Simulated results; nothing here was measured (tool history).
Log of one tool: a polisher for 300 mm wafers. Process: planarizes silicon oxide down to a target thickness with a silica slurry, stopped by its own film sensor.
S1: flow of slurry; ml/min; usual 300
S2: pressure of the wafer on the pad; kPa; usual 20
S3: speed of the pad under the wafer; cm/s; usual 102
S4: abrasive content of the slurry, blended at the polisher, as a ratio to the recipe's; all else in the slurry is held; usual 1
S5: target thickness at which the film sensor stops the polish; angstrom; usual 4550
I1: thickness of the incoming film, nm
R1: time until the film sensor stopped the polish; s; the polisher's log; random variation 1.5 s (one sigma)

Run 1, hour 0: usual settings; I1 701.6. Result: R1 131.7 s.
Run 2, hour 79.7: usual settings but S1 345 ml/min, S3 76 cm/s; I1 702.5. Result: R1 149 s.
Run 3, hour 141: usual settings but S1 400 ml/min, S2 22.8 kPa, S4 1.3, S5 4170 angstrom; I1 689.1. Result: R1 112 s.
Run 4, hour 215.2: usual settings; I1 703.6. Result: R1 130.7 s.
At hour 239.3: conditioning disc replaced and pad reconditioned.
Run 5, hour 252.2: usual settings but S2 17.9 kPa, S4 1.1, S5 4230 angstrom; I1 692.4. Result: R1 144.4 s.
Run 6, hour 289.4: usual settings but S1 265 ml/min, S2 23.4 kPa, S3 88 cm/s, S4 1.2; I1 694.9. Result: R1 105.5 s.
At hour 312.5: worn pad replaced by a new one.
Run 7, hour 327.6: usual settings but S4 0.75, S5 5250 angstrom; I1 702.7. Result: R1 113.9 s.
Run 8, hour 377.9: usual settings but S4 0.7, S5 3960 angstrom; I1 698.9. Result: R1 208.3 s.
Run 9, hour 429.6: usual settings but S4 0.75, S5 4880 angstrom; I1 693.3. Result: R1 131.2 s.
At hour 440.2: slurry blender recalibrated.
At hour 476: slurry nozzle cleaned.
Run 10, hour 497.7: usual settings; I1 709.3. Result: R1 132.8 s.
Run 11, hour 595.5: usual settings; I1 694.8. Result: R1 122.9 s.
Run 12, hour 673.8: usual settings but S1 390 ml/min, S5 4870 angstrom; I1 708.8. Result: R1 112 s.
Run 13, hour 712.2: usual settings but S1 225 ml/min, S2 22.1 kPa, S3 120 cm/s, S4 1.25; I1 696.2. Result: R1 94.7 s.
Run 14, hour 788.1: usual settings; I1 686. Result: R1 117.3 s.
Run 15, hour 877.6: usual settings but S1 215 ml/min, S2 25.5 kPa, S4 0.85; I1 698.3. Result: R1 115.5 s.
Run 16, hour 949.3: usual settings but S1 335 ml/min, S2 16.5 kPa, S4 0.75; I1 699.5. Result: R1 179.3 s.
At hour 956.8: head pressure recalibrated.
At hour 995.2: conditioning disc replaced and pad reconditioned.
Run 17, hour 1024.1: usual settings; I1 704.3. Result: R1 137.5 s.
At hour 1094.9: worn pad replaced by a new one.
At hour 1097.3: slurry nozzle cleaned.
Run 18, hour 1119: usual settings but S2 24.1 kPa, S3 138 cm/s, S4 1.15, S5 5110 angstrom; I1 700.2. Result: R1 69.6 s.
At hour 1159.5: slurry blender recalibrated.
Run 19, hour 1235.6: usual settings but S3 84 cm/s, S4 1.1, S5 5380 angstrom; I1 707.1. Result: R1 95.7 s.
Run 20, hour 1288.2: usual settings but S5 5260 angstrom; I1 701.5. Result: R1 91.1 s.
Run 21, hour 1363.1: usual settings but S1 255 ml/min, S2 24.1 kPa, S4 1.3; I1 697.1. Result: R1 99.3 s.
Run 22, hour 1431: usual settings but S2 26.2 kPa, S4 1.25; I1 706.6. Result: R1 94.5 s.
At hour 1697.8: conditioning disc replaced and pad reconditioned.
Run 23, hour 1698.3: usual settings but S2 26.9 kPa, S3 74 cm/s, S5 3980 angstrom; I1 703.5. Result: R1 144.8 s.
At hour 1730.3: slurry nozzle cleaned.
At hour 1758.3: worn pad replaced by a new one.
Run 24, hour 1758.8: usual settings but S2 13.8 kPa; I1 708.1. Result: R1 177.5 s.

5 ways to go on from here, each from the tool as it stands after run 24. What would each give?
Run A, hour 1759.3: usual settings; I1 685.7. Result: R1 ?.
Run B, hour 1759.3: usual settings but S1 365 ml/min, S2 15.2 kPa, S3 112 cm/s; I1 685.7. Result: R1 ?.
Run C, hour 1759.3: usual settings but S1 355 ml/min, S4 1.25; I1 685.7. Result: R1 ?.
Run D, hour 1759.3: usual settings but S2 23.4 kPa, S3 120 cm/s, S5 4030 angstrom; I1 685.7. Result: R1 ?.
Run E, hour 1759.3: usual settings but S4 0.85; I1 685.7. Result: R1 ?.

run     R1
  A  120.3
  B  140.9
  C  105.4
  D  118.8
  E  134.3
Without the tool's hidden state the same runs would have given:
run     R1
  A  128.4
  B  150.4
  C  112.5
  D  126.8
  E  143.3
